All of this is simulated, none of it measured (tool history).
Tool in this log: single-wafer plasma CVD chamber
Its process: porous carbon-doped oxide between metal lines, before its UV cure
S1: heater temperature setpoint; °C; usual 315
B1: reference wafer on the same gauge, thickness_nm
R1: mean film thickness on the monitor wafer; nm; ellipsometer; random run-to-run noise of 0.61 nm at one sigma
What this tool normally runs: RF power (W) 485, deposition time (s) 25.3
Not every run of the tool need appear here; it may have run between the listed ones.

run 1 hour=0 | S1=315 RF_power_(W)=485 deposition_time_(s)=25.3 | B1=109.017 | R1=112.896
run 2 hour=12.9 | S1=315 RF_power_(W)=485 deposition_time_(s)=25.3 | B1=109.015 | R1=110.939
run 3 hour=21.5 | S1=315 RF_power_(W)=485 deposition_time_(s)=25.3 | B1=108.88 | R1=110.797
run 4 hour=35.4 | S1=315 RF_power_(W)=550 deposition_time_(s)=25.3 | B1=109.056 | R1=126.679
run 5 hour=47.7 | S1=315 RF_power_(W)=550 deposition_time_(s)=25.3 | B1=108.986 | R1=125.545
run 6 hour=64.9 | S1=315 RF_power_(W)=485 deposition_time_(s)=25.3 | B1=109.063 | R1=110.923
run 7 hour=78.5 | S1=315 RF_power_(W)=485 deposition_time_(s)=25.3 | B1=109.097 | R1=111.04
run 8 hour=92.3 | S1=315 RF_power_(W)=485 deposition_time_(s)=25.3 | B1=108.911 | R1=110.429
-- hour=100.9 thermocouple changed; heater temperature recalibrated
run 9 hour=101.4 | S1=325 RF_power_(W)=485 deposition_time_(s)=25.3 | B1=108.894 | R1=104.137
run 10 hour=109.8 | S1=325 RF_power_(W)=485 deposition_time_(s)=25.3 | B1=108.833 | R1=104.196
-- hour=124.8 RF generator calibrated
run 11 hour=125.3 | S1=325 RF_power_(W)=485 deposition_time_(s)=25.3 | B1=108.909 | R1=115.114
run 12 hour=130.5 | S1=315 RF_power_(W)=485 deposition_time_(s)=25.3 | B1=108.889 | R1=122.032
run 13 hour=138.6 | S1=315 RF_power_(W)=485 deposition_time_(s)=25.3 | B1=109.055 | R1=121.868
run 14 hour=146.6 | S1=304 RF_power_(W)=485 deposition_time_(s)=25.3 | B1=109.061 | R1=130.66
run 15 hour=171.8 | S1=315 RF_power_(W)=485 deposition_time_(s)=25.3 | B1=108.935 | R1=121.167
-- hour=179.6 gauge calibrated
run 16 hour=184.5 | S1=304 RF_power_(W)=420 deposition_time_(s)=27 | B1=108.895 | R1=118.296
run 17 hour=200.1 | S1=315 RF_power_(W)=545 deposition_time_(s)=30 | B1=109.046 | R1=161.222
run 18 hour=207.3 | S1=315 RF_power_(W)=535 deposition_time_(s)=25.3 | B1=108.927 | R1=132.108
run 19 hour=225 | S1=305 RF_power_(W)=545 deposition_time_(s)=25.3 | B1=108.995 | R1=144.218
run 20 hour=232.4 | S1=326 RF_power_(W)=550 deposition_time_(s)=21.1 | B1=109.052 | R1=107.796
run 21 hour=242.6 | S1=308 RF_power_(W)=395 deposition_time_(s)=21.7 | B1=109.095 | R1=85.786
run 22 hour=248.7 | S1=320 RF_power_(W)=390 deposition_time_(s)=29 | B1=109.048 | R1=105.002
run 23 hour=256.2 | S1=315 RF_power_(W)=485 deposition_time_(s)=25.3 | B1=109.067 | R1=120.374
run 24 hour=270.5 | S1=315 RF_power_(W)=485 deposition_time_(s)=25.3 | B1=108.85 | R1=119.893
-- hour=303.5 showerhead replaced
run 25 hour=308 | S1=315 RF_power_(W)=485 deposition_time_(s)=25.3 | B1=108.985 | R1=122.325
run 26 hour=322.5 | S1=308 RF_power_(W)=485 deposition_time_(s)=25.3 | B1=108.888 | R1=126.476
run 27 hour=329.8 | S1=323 RF_power_(W)=405 deposition_time_(s)=28.1 | B1=108.964 | R1=103.599
run 28 hour=345.3 | S1=315 RF_power_(W)=485 deposition_time_(s)=25.3 | B1=108.847 | R1=121.258
run 29 hour=362.6 | S1=315 RF_power_(W)=485 deposition_time_(s)=25.3 | B1=108.933 | R1=120.569
run 30 hour=376.7 | S1=315 RF_power_(W)=445 deposition_time_(s)=25.3 | B1=109.107 | R1=109.36
run 31 hour=382.8 | S1=307 RF_power_(W)=520 deposition_time_(s)=25.3 | B1=108.909 | R1=136.924
run 32 hour=392.3 | S1=315 RF_power_(W)=455 deposition_time_(s)=28.1 | B1=108.994 | R1=123.991
run 33 hour=404 | S1=315 RF_power_(W)=485 deposition_time_(s)=25.3 | B1=109.029 | R1=120.455
run 34 hour=416.2 | S1=315 RF_power_(W)=555 deposition_time_(s)=23.8 | B1=109.161 | R1=129.345

Each row is a separate what-if for the run after 34, all from the same tool condition, not one after another. Results?
run A hour=416.6 | S1=315 RF_power_(W)=485 deposition_time_(s)=25.3 | B1=? | R1=?
run B hour=416.6 | S1=319 RF_power_(W)=485 deposition_time_(s)=21.8 | B1=? | R1=?
run C hour=416.6 | S1=315 RF_power_(W)=545 deposition_time_(s)=23.8 | B1=? | R1=?
run D hour=416.6 | S1=315 RF_power_(W)=435 deposition_time_(s)=25.3 | B1=? | R1=?

run=A B1=108.954 R1=119.98
run=B B1=108.954 R1=101.483
run=C B1=108.954 R1=126.144
run=D B1=108.954 R1=106.364
Without the tool's hidden state the same runs would have given:
run=A R1=122.092
run=B R1=103.269
run=C R1=128.284
run=D R1=108.52

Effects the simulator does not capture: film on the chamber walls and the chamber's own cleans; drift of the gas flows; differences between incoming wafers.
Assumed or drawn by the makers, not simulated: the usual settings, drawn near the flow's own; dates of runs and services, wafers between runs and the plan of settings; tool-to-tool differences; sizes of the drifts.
